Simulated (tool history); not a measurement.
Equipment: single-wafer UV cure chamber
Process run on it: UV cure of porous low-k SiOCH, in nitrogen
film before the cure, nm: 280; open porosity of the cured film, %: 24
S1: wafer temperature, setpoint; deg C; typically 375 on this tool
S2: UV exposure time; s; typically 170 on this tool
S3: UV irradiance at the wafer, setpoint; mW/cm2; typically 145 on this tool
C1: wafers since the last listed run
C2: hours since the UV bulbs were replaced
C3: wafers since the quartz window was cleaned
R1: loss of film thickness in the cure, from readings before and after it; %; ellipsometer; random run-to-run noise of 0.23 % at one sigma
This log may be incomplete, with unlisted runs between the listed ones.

run   hour   S1   S2   S3   C1      C2    C3      R1
  1      0  375  170  145    0  1396.6  1899  12.722
  2   27.4  375  170  145  314    1424  2213  12.359
  3   41.2  375  170  145  158  1437.8  2371  12.276
  4   50.7  375  170  145  108  1447.3  2480  11.729
  5   59.1  375  225  124   96  1455.7  2576  12.923
      99.9  -- quartz window cleaned
  6  100.4  375  225  124  381    1497     5  13.723
  7  106.8  375  225  124   73  1503.4    79  14.174
  8  125.6  375  125  145  215  1522.2   294  11.636
  9  134.1  375  170  145   97  1530.7   392  13.428
 10  147.9  375  170  145  158  1544.5   550  13.507
 11  163.2  393  130  145  175  1559.8   725   11.96
 12  174.4  386  125  170  128    1571   854  12.391
     187.7  -- UV bulbs replaced
 13  188.2  362  240  134   66     0.5   920  13.885
 14  196.8  387  170  145   98     9.1  1019  13.494
 15  229.7  375  170  110  377      42  1396  11.554
 16  241.7  390  220  166  137      54  1533  15.457
 17  254.3  375  195  145  144    66.6  1678  13.289
 18  268.2  375  170  145  159    80.5  1837   12.13
 19  280.4  390  220  166  139    92.7  1977   14.73
 20    298  358  255  169  201   110.3  2179  15.212
 21  304.1  390  220  166   69   116.4  2249  15.297

List, for all runs, the conditions of the tool that the log does not record:
lamp output below its setpoint, %: 0 in every run
H1: transmission lost against a clean window, %
run    H1
  1  16.3
  2  18.7
  3  19.8
  4  20.6
  5  21.3
  6  1.26
  7  1.81
  8   3.4
  9  4.12
 10  5.28
 11  6.58
 12  7.53
 13  8.69
 14  9.42
 15  12.2
 16  13.2
 17  14.3
 18  15.5
 19  16.5
 20    18
 21  18.5
